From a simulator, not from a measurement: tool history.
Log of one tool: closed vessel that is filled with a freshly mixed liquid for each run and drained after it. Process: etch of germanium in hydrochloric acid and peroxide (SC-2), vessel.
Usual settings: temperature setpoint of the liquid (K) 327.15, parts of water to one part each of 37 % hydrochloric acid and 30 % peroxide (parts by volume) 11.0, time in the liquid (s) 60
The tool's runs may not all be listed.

run   hour  temperature setpoint of the liquid (K)  parts of water to one part each of 37 % hydrochloric acid and 30 % peroxide (parts by volume)  time in the liquid (s)  wafers since the last listed run  hours since the thermometer was replaced  hours since the chemicals flow meter was replaced  hours since the drum of peroxide was connected  hours since the gauge calibration  read-back film thickness of the germanium reference wafer, read on the same gauge (nm)  thickness taken off the germanium on a monitor wafer (nm)
  1    0.0                                  327.15                                                                                           11.0                      60                                 0                                     763.7                                             1521.8                                           607.6                               74.9                                                                                  129.99                                                     187.96
  2   50.7                                  327.15                                                                                           11.0                      60                              7052                                     814.4                                             1572.5                                           658.3                              125.6                                                                                  130.01                                                     186.41
  3  106.7                                  327.15                                                                                           11.0                      60                              7789                                     870.4                                             1628.5                                           714.3                              181.6                                                                                  129.97                                                     186.42
  4  175.1                                  327.15                                                                                           11.0                      60                              9514                                     938.8                                             1696.9                                           782.7                              250.0                                                                                  129.96                                                     186.55
  5  220.6                                  327.15                                                                                           11.0                      60                              6329                                     984.3                                             1742.4                                           828.2                              295.5                                                                                  130.07                                                     186.39
  6  289.6                                  327.15                                                                                           11.0                      60                              9598                                    1053.3                                             1811.4                                           897.2                              364.5                                                                                  129.96                                                     185.87
  7  358.5                                  327.15                                                                                           11.0                      60                              9584                                    1122.2                                             1880.3                                           966.1                              433.4                                                                                  130.00                                                     186.13
     364.7  -- chemicals flow meter replaced
  8  405.4                                  334.65                                                                                           11.0                      60                              6384                                    1169.1                                               40.7                                          1013.0                              480.3                                                                                  129.99                                                     232.63
  9  472.2                                  327.15                                                                                           11.0                      60                              9292                                    1235.9                                              107.5                                          1079.8                              547.1                                                                                  130.01                                                     185.03
 10  523.4                                  318.15                                                                                           12.5                      80                              7122                                    1287.1                                              158.7                                          1131.0                              598.3                                                                                  129.98                                                     182.77
 11  552.7                                  327.15                                                                                           11.0                      60                              4075                                    1316.4                                              188.0                                          1160.3                              627.6                                                                                  130.01                                                     185.17
 12  592.6                                  332.15                                                                                            9.0                      60                              5550                                    1356.3                                              227.9                                          1200.2                              667.5                                                                                  130.01                                                     219.85
     598.5  -- new drum of peroxide connected
     640.4  -- thermometer replaced
 13  645.4                                  334.15                                                                                           16.5                      80                              7066                                       5.0                                              280.7                                            46.9                              720.3                                                                                  129.95                                                     292.41
     646.2  -- gauge calibrated
 14  670.1                                  330.65                                                                                            6.0                      85                              3435                                      29.7                                              305.4                                            71.6                               23.9                                                                                  129.95                                                     314.80
 15  771.8                                  327.15                                                                                           15.0                      50                             14146                                     131.4                                              407.1                                           173.3                              125.6                                                                                  130.04                                                     151.37
 16  808.4                                  322.65                                                                                           11.0                      45                              5091                                     168.0                                              443.7                                           209.9                              162.2                                                                                  130.06                                                     123.32

Predict each of these 3 candidate next runs independently; none follows another, all start after run 16:
  A  809.1                                  327.15                                                                                           11.0                      60                                97                                     168.7                                              444.4                                           210.6                              162.9                                                                                       ?                                                          ?
  B  809.1                                  333.15                                                                                            9.5                      60                                97                                     168.7                                              444.4                                           210.6                              162.9                                                                                       ?                                                          ?
  C  809.1                                  333.15                                                                                           14.0                      30                                97                                     168.7                                              444.4                                           210.6                              162.9                                                                                       ?                                                          ?

run  read-back film thickness of the germanium reference wafer, read on the same gauge (nm)  thickness taken off the germanium on a monitor wafer (nm)
  A                                                                                  130.07                                                     189.34
  B                                                                                  130.07                                                     230.27
  C                                                                                  130.07                                                     109.37
With the hidden condition removed and each run's random variation left untouched, the same runs would have given:
run  thickness taken off the germanium on a monitor wafer (nm)
  A                                                     190.47
  B                                                     231.59
  C                                                     110.14
